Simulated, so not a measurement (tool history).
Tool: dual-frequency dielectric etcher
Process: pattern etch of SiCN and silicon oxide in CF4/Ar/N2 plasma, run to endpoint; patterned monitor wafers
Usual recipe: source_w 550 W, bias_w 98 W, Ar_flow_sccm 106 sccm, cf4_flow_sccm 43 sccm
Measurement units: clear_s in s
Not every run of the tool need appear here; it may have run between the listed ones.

run	hour	source_w	bias_w	Ar_flow_sccm	cf4_flow_sccm	wafers since the last listed run	hours since the last wet clean	hours since the last source power generator calibration	hours since the last bias power generator calibration	hours since the last Ar flow controller change	hours since the last CF4 flow controller change	hours since the last upper electrode change	incoming incoming film thickness, nm	clear_s
1	0	550	98	106	43	0	204.6	147.9	164	60	2980.4	0.5	8.52	8.1
2	11.1	550	98	106	43	245	215.7	159	175.1	71.1	2991.5	11.6	8.48	8.1
3	46.4	650	98	95	38	781	251	194.3	210.4	106.4	3026.8	46.9	8.54	7.2
4	66.7	630	98	130	43	449	271.3	214.6	230.7	126.7	3047.1	67.2	8.46	7.5
5	85.6	550	98	106	43	418	290.2	233.5	249.6	145.6	3066	86.1	8.53	8.1
6	105.9	420	79	84	52	449	310.5	253.8	269.9	165.9	3086.3	106.4	8.43	9.7
7	134.3	650	84	106	40	628	338.9	282.2	298.3	194.3	3114.7	134.8	8.5	7.5
8	149.2	610	98	118	43	329	353.8	297.1	313.2	209.2	3129.6	149.7	8.6	7.6
9	183.8	430	80	106	47	765	388.4	331.7	347.8	243.8	3164.2	184.3	8.49	10.2
# hour 205.3: CF4 flow controller replaced
# hour 228.3: wet clean of the chamber
10	228.8	550	83	106	43	352	0.5	376.7	392.8	288.8	23.5	229.3	8.55	8.5
11	279	620	83	131	38	1111	50.7	426.9	443	339	73.7	279.5	8.5	8.2
12	304.1	550	98	106	50	555	75.8	452	468.1	364.1	98.8	304.6	8.53	8
13	338.9	550	98	89	43	770	110.6	486.8	502.9	398.9	133.6	339.4	8.45	7.8
14	354.4	630	91	106	43	343	126.1	502.3	518.4	414.4	149.1	354.9	8.42	7.2
15	367.2	550	83	96	43	283	138.9	515.1	531.2	427.2	161.9	367.7	8.46	8.3
16	399.1	500	89	116	52	706	170.8	547	563.1	459.1	193.8	399.6	8.51	8.9
17	423.2	680	105	113	38	533	194.9	571.1	587.2	483.2	217.9	423.7	8.59	7
18	441.2	550	98	106	43	398	212.9	589.1	605.2	501.2	235.9	441.7	8.46	7.9
19	475.6	550	86	106	51	761	247.3	623.5	639.6	535.6	270.3	476.1	8.48	8.2
20	506.7	550	98	106	43	688	278.4	654.6	670.7	566.7	301.4	507.2	8.41	8
21	601.8	550	98	106	43	2104	373.5	749.7	765.8	661.8	396.5	602.3	8.49	7.9
22	634.3	550	106	106	39	719	406	782.2	798.3	694.3	429	634.8	8.63	8
23	648.5	550	106	97	43	314	420.2	796.4	812.5	708.5	443.2	649	8.43	7.7
24	677.8	550	98	106	43	648	449.5	825.7	841.8	737.8	472.5	678.3	8.57	8.2

Hidden state at the last listed run before each entry between runs and at the first one after, where it differs:
Logged between run 9 and run 10: CF4 flow controller replaced (hour 205.3); wet clean of the chamber (hour 228.3)
  no difference in the tool's unlogged condition between these two runs
